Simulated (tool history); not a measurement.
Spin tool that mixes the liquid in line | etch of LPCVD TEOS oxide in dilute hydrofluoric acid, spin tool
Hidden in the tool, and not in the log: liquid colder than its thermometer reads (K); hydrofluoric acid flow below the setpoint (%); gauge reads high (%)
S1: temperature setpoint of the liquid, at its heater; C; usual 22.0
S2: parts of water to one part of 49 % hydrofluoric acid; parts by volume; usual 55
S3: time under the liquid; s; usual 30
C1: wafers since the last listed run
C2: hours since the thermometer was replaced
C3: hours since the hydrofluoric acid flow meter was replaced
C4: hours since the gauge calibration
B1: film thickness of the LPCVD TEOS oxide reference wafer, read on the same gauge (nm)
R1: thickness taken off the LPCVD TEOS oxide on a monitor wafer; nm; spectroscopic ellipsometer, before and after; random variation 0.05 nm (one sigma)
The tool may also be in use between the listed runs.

Run 1, hour 0.0: usual settings but S1 20.0 C, S3 25 s; C1 0; C2 788.8; C3 175.2; C4 697.1; B1 99.99. Result: R1 6.31 nm.
Run 2, hour 27.3: usual settings; C1 202; C2 816.1; C3 202.5; C4 724.4; B1 100.00. Result: R1 8.21 nm.
Run 3, hour 59.2: usual settings; C1 236; C2 848.0; C3 234.4; C4 756.3; B1 99.98. Result: R1 8.09 nm.
Run 4, hour 85.1: usual settings; C1 191; C2 873.9; C3 260.3; C4 782.2; B1 100.00. Result: R1 8.14 nm.
Run 5, hour 115.5: usual settings; C1 225; C2 904.3; C3 290.7; C4 812.6; B1 99.99. Result: R1 8.00 nm.
Run 6, hour 131.3: usual settings; C1 117; C2 920.1; C3 306.5; C4 828.4; B1 100.00. Result: R1 8.06 nm.
Run 7, hour 164.2: usual settings; C1 243; C2 953.0; C3 339.4; C4 861.3; B1 99.99. Result: R1 7.93 nm.
At hour 184.1: hydrofluoric acid flow meter replaced.
Run 8, hour 198.6: usual settings; C1 247; C2 987.4; C3 14.5; C4 895.7; B1 100.02. Result: R1 7.35 nm.
Run 9, hour 211.7: usual settings; C1 97; C2 1000.5; C3 27.6; C4 908.8; B1 100.00. Result: R1 7.39 nm.
At hour 213.3: thermometer replaced.
Run 10, hour 241.7: usual settings; C1 214; C2 28.4; C3 57.6; C4 938.8; B1 99.98. Result: R1 7.28 nm.
Run 11, hour 256.2: usual settings; C1 107; C2 42.9; C3 72.1; C4 953.3; B1 100.02. Result: R1 7.27 nm.
Run 12, hour 277.9: usual settings but S1 24.5 C, S2 45 parts by volume, S3 15 s; C1 160; C2 64.6; C3 93.8; C4 975.0; B1 100.00. Result: R1 5.01 nm.
Run 13, hour 302.3: usual settings; C1 180; C2 89.0; C3 118.2; C4 999.4; B1 100.01. Result: R1 7.17 nm.
Run 14, hour 322.6: usual settings but S3 45 s; C1 150; C2 109.3; C3 138.5; C4 1019.7; B1 100.00. Result: R1 10.86 nm.
Run 15, hour 353.9: usual settings; C1 231; C2 140.6; C3 169.8; C4 1051.0; B1 100.01. Result: R1 7.13 nm.
Run 16, hour 374.1: usual settings but S1 26.5 C, S2 30 parts by volume, S3 15 s; C1 149; C2 160.8; C3 190.0; C4 1071.2; B1 99.99. Result: R1 8.20 nm.
At hour 375.4: hydrofluoric acid flow meter replaced, repeated, since the last time left the tool worse.
At hour 387.7: gauge calibrated.
Run 17, hour 406.0: usual settings but S1 24.0 C, S2 40 parts by volume, S3 40 s; C1 228; C2 192.7; C3 30.6; C4 18.3; B1 100.00. Result: R1 16.99 nm.
Run 18, hour 436.4: usual settings; C1 225; C2 223.1; C3 61.0; C4 48.7; B1 99.99. Result: R1 8.35 nm.
Run 19, hour 450.4: usual settings but S1 24.5 C, S2 85 parts by volume, S3 40 s; C1 103; C2 237.1; C3 75.0; C4 62.7; B1 99.99. Result: R1 7.73 nm.
Run 20, hour 474.3: usual settings but S1 25.0 C; C1 177; C2 261.0; C3 98.9; C4 86.6; B1 100.01. Result: R1 9.42 nm.
Run 21, hour 499.8: usual settings but S1 18.0 C, S3 40 s; C1 188; C2 286.5; C3 124.4; C4 112.1; B1 100.01. Result: R1 9.34 nm.
Run 22, hour 528.9: usual settings; C1 215; C2 315.6; C3 153.5; C4 141.2; B1 99.99. Result: R1 8.27 nm.
Run 23, hour 547.8: usual settings but S1 26.5 C, S2 35 parts by volume, S3 35 s; C1 139; C2 334.5; C3 172.4; C4 160.1; B1 100.00. Result: R1 18.71 nm.
Run 24, hour 583.5: usual settings but S1 19.5 C, S2 40 parts by volume, S3 20 s; C1 264; C2 370.2; C3 208.1; C4 195.8; B1 99.98. Result: R1 6.90 nm.
Run 25, hour 603.7: usual settings but S2 35 parts by volume; C1 149; C2 390.4; C3 228.3; C4 216.0; B1 100.01. Result: R1 13.28 nm.
Run 26, hour 627.2: usual settings but S2 80 parts by volume, S3 15 s; C1 174; C2 413.9; C3 251.8; C4 239.5; B1 100.02. Result: R1 2.66 nm.
Run 27, hour 645.8: usual settings but S1 23.5 C; C1 137; C2 432.5; C3 270.4; C4 258.1; B1 99.98. Result: R1 8.59 nm.
Run 28, hour 658.3: usual settings but S1 17.0 C, S2 80 parts by volume; C1 92; C2 445.0; C3 282.9; C4 270.6; B1 100.01. Result: R1 4.37 nm.
Run 29, hour 683.1: usual settings but S2 40 parts by volume, S3 15 s; C1 183; C2 469.8; C3 307.7; C4 295.4; B1 99.99. Result: R1 5.65 nm.
Run 30, hour 702.3: usual settings but S1 24.0 C; C1 142; C2 489.0; C3 326.9; C4 314.6; B1 100.01. Result: R1 8.60 nm.
Run 31, hour 718.2: usual settings; C1 117; C2 504.9; C3 342.8; C4 330.5; B1 100.00. Result: R1 7.95 nm.
At hour 729.6: hydrofluoric acid flow meter replaced.
Run 32, hour 733.2: usual settings but S3 15 s; C1 103; C2 519.9; C3 3.6; C4 345.5; B1 100.02. Result: R1 4.19 nm.
Run 33, hour 755.5: usual settings but S1 19.0 C, S3 20 s; C1 165; C2 542.2; C3 25.9; C4 367.8; B1 100.02. Result: R1 4.94 nm.

Measured less the same run without the tool's hidden state. The same run-to-run variation is in both; the gauge's scatter may not be:
run     R1
  1  -0.24
  2  -0.35
  3  -0.39
  4  -0.44
  5  -0.48
  6  -0.51
  7  -0.57
  8  -1.14
  9  -1.17
 10  -1.21
 11  -1.23
 12  -0.87
 13  -1.29
 14  -2.03
 15  -1.39
 16  -1.59
 17  -0.15
 18  -0.13
 19  -0.14
 20  -0.20
 21  -0.25
 22  -0.27
 23  -0.67
 24  -0.30
 25  -0.62
 26  -0.15
 27  -0.49
 28  -0.27
 29  -0.36
 30  -0.59
 31  -0.57
 32  -0.03
 33  -0.06
